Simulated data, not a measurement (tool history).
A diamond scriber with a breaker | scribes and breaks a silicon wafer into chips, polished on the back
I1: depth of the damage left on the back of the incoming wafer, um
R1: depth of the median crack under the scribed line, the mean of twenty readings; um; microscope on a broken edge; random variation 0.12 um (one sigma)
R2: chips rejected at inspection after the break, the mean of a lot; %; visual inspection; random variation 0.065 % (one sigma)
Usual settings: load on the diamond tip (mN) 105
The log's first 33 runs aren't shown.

Run 34, hour 487.4: usual settings but load on the diamond tip (mN) 91; I1 0.02. Result: R1 10.78 um, R2 5.56 %.
Run 35, hour 496.8: usual settings but load on the diamond tip (mN) 82; I1 0.04. Result: R1 9.95 um, R2 12.04 %.
Run 36, hour 513.1: usual settings but load on the diamond tip (mN) 119; I1 0.05. Result: R1 12.99 um, R2 1.31 %.
Run 37, hour 530.8: usual settings but load on the diamond tip (mN) 113; I1 0.03. Result: R1 12.56 um, R2 0.97 %.
Run 38, hour 540.6: usual settings; I1 0.03. Result: R1 11.81 um, R2 1.81 %.
Run 39, hour 553.2: usual settings; I1 0.03. Result: R1 11.81 um, R2 2.01 %.
Run 40, hour 593.1: usual settings but load on the diamond tip (mN) 85; I1 0.03. Result: R1 10.23 um, R2 11.16 %.
Run 41, hour 600.3: usual settings but load on the diamond tip (mN) 118; I1 0.03. Result: R1 12.73 um, R2 1.04 %.

Forecast each of these 5 alternatives for the next run:
Run A, hour 600.8: usual settings; I1 0.04. Result: R1 ?, R2 ?.
Run B, hour 600.8: usual settings but load on the diamond tip (mN) 76; I1 0.04. Result: R1 ?, R2 ?.
Run C, hour 600.8: usual settings but load on the diamond tip (mN) 125; I1 0.04. Result: R1 ?, R2 ?.
Run D, hour 600.8: usual settings but load on the diamond tip (mN) 74; I1 0.04. Result: R1 ?, R2 ?.
Run E, hour 600.8: usual settings but load on the diamond tip (mN) 80; I1 0.04. Result: R1 ?, R2 ?.

run     R1     R2
  A  11.64   2.41
  B   9.22  18.95
  C  13.17   1.39
  D   9.04  20.99
  E   9.57  15.27
Without the tool's hidden state the same runs would have given:
run     R1     R2
  A  12.64   1.06
  B  10.01  11.25
  C   14.3   4.04
  D   9.82  12.92
  E  10.39   8.36
